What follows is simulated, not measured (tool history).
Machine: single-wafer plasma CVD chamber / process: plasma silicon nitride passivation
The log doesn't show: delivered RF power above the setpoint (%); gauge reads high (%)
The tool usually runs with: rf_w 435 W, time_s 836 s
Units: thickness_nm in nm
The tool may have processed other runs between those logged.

| run | day | rf_w | time_s | wafers since the last listed run | hours since the last RF generator calibration | hours since the showerhead was replaced | hours since the gauge calibration | read-back reference wafer on the same gauge, thickness_nm | thickness_nm |
|---|---|---|---|---|---|---|---|---|---|
| 1 | 0 | 475 | 836 | 0 | 1871.5 | 4473.2 | 290.5 | 1178.931 | 1213.673 |
| 2 | 0.979 | 390 | 836 | 73 | 1895 | 4496.7 | 314 | 1180.298 | 1164.111 |
| 3 | 2.142 | 390 | 836 | 87 | 1922.9 | 4524.6 | 341.9 | 1179.046 | 1156.468 |
| 4 | 3.171 | 405 | 757 | 77 | 1947.6 | 4549.3 | 366.6 | 1179.487 | 1059.982 |
| 5 | 4.575 | 405 | 757 | 106 | 1981.3 | 4583 | 400.3 | 1178.955 | 1060.856 |
| 6 | 5.417 | 435 | 884 | 63 | 2001.5 | 4603.2 | 420.5 | 1180.707 | 1254.235 |
| 7 | 6.312 | 435 | 884 | 67 | 2023 | 4624.7 | 442 | 1180.166 | 1271.203 |
| 8 | 6.988 | 435 | 836 | 50 | 2039.2 | 4640.9 | 458.2 | 1179.394 | 1188.077 |
|  | 7.05 | gauge calibrated |
| 9 | 8.033 | 435 | 836 | 78 | 2064.3 | 4666 | 23.6 | 1180.508 | 1192.313 |
| 10 | 8.625 | 435 | 836 | 44 | 2078.5 | 4680.2 | 37.8 | 1179.673 | 1187.94 |
| 11 | 9.625 | 435 | 836 | 75 | 2102.5 | 4704.2 | 61.8 | 1180.216 | 1200.805 |
| 12 | 10.55 | 435 | 836 | 69 | 2124.7 | 4726.4 | 84 | 1180.624 | 1188.707 |
|  | 11.104 | RF generator calibrated |
| 13 | 11.125 | 435 | 836 | 18 | 0.5 | 4740.2 | 97.8 | 1179.621 | 1194.603 |
| 14 | 12.012 | 435 | 836 | 67 | 21.8 | 4761.5 | 119.1 | 1180.135 | 1189.092 |
| 15 | 12.925 | 435 | 836 | 68 | 43.7 | 4783.4 | 141 | 1180.228 | 1188.447 |
| 16 | 13.571 | 435 | 836 | 48 | 59.2 | 4798.9 | 156.5 | 1179.366 | 1191.546 |
| 17 | 14.508 | 495 | 936 | 70 | 81.7 | 4821.4 | 179 | 1180.534 | 1379.04 |
| 18 | 16.496 | 395 | 927 | 150 | 129.4 | 4869.1 | 226.7 | 1180.534 | 1299.152 |
| 19 | 17.488 | 350 | 981 | 74 | 153.2 | 4892.9 | 250.5 | 1179.074 | 1326.815 |
| 20 | 18.05 | 455 | 737 | 42 | 166.7 | 4906.4 | 264 | 1179.765 | 1057.422 |
| 21 | 19.492 | 520 | 739 | 108 | 201.3 | 4941 | 298.6 | 1178.483 | 1085.183 |
| 22 | 20.033 | 400 | 836 | 40 | 214.3 | 4954 | 311.6 | 1179.346 | 1165.852 |
| 23 | 21.483 | 435 | 836 | 109 | 249.1 | 4988.8 | 346.4 | 1180.207 | 1188.781 |
|  | 22.083 | showerhead replaced |
| 24 | 22.112 | 395 | 985 | 22 | 264.2 | 0.7 | 361.5 | 1181.11 | 1370.858 |
| 25 | 23.475 | 500 | 962 | 102 | 296.9 | 33.4 | 394.2 | 1179.886 | 1416.017 |
| 26 | 24.875 | 370 | 983 | 105 | 330.5 | 67 | 427.8 | 1179.419 | 1367.967 |
| 27 | 25.867 | 435 | 836 | 74 | 354.3 | 90.8 | 451.6 | 1180.169 | 1188.951 |
|  | 26.117 | gauge calibrated |
| 28 | 30.071 | 435 | 836 | 317 | 455.2 | 191.7 | 94.9 | 1179.699 | 1186.273 |
| 29 | 33.467 | 395 | 927 | 256 | 536.7 | 273.2 | 176.4 | 1178.951 | 1305.287 |
| 30 | 34.212 | 435 | 836 | 56 | 554.6 | 291.1 | 194.3 | 1179.004 | 1197.844 |

For each entry between runs, how does the tool's hidden state at the last listed run before it compare with that at the first listed run after it?
After run 8, before run 9: gauge calibrated (day 7.05)
  no hidden state differs between the two runs
After run 12, before run 13: RF generator calibrated (day 11.104)
  no hidden state differs between the two runs
After run 23, before run 24: showerhead replaced (day 22.083)
  no hidden state differs between the two runs
After run 27, before run 28: gauge calibrated (day 26.117)
  no hidden state differs between the two runs
